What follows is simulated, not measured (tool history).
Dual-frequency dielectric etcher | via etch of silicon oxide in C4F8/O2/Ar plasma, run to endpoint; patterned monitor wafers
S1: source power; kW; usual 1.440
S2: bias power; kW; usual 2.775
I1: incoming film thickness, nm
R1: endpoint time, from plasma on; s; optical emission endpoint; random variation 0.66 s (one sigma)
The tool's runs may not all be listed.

run 1 hour=0.0 | S1=1.440 S2=2.775 | I1=1179.8 | R1=225.0
-- hour=14.0 wet clean of the chamber
run 2 hour=32.6 | S1=1.630 S2=2.775 | I1=1190.3 | R1=214.4
run 3 hour=67.9 | S1=1.630 S2=2.775 | I1=1184.0 | R1=213.7
run 4 hour=99.9 | S1=1.440 S2=2.775 | I1=1172.5 | R1=220.9
run 5 hour=130.2 | S1=1.270 S2=2.775 | I1=1169.0 | R1=229.3
run 6 hour=143.6 | S1=1.270 S2=2.775 | I1=1171.9 | R1=229.6
run 7 hour=171.3 | S1=1.270 S2=2.775 | I1=1173.0 | R1=229.7
run 8 hour=198.1 | S1=1.440 S2=2.775 | I1=1182.3 | R1=223.3
-- hour=225.6 source power generator calibrated
run 9 hour=227.2 | S1=1.440 S2=2.775 | I1=1178.2 | R1=222.8
-- hour=255.7 upper electrode replaced
run 10 hour=256.2 | S1=1.670 S2=2.775 | I1=1180.4 | R1=213.4
-- hour=278.5 bias power generator calibrated
run 11 hour=323.2 | S1=1.440 S2=2.775 | I1=1161.1 | R1=220.5
run 12 hour=340.5 | S1=1.440 S2=2.775 | I1=1164.1 | R1=222.1
run 13 hour=368.8 | S1=1.440 S2=3.403 | I1=1177.6 | R1=202.3
-- hour=422.7 wet clean of the chamber
run 14 hour=423.2 | S1=1.740 S2=2.369 | I1=1177.8 | R1=224.5
run 15 hour=423.6 | S1=1.440 S2=2.775 | I1=1175.0 | R1=219.7

The next listed run, before its measurement:
run 16 hour=443.5 | S1=1.630 S2=2.775 | I1=1168.4 | R1=?

R1: 209.6 s
Without the tool's hidden state the same run would have given R1 209.7 s.
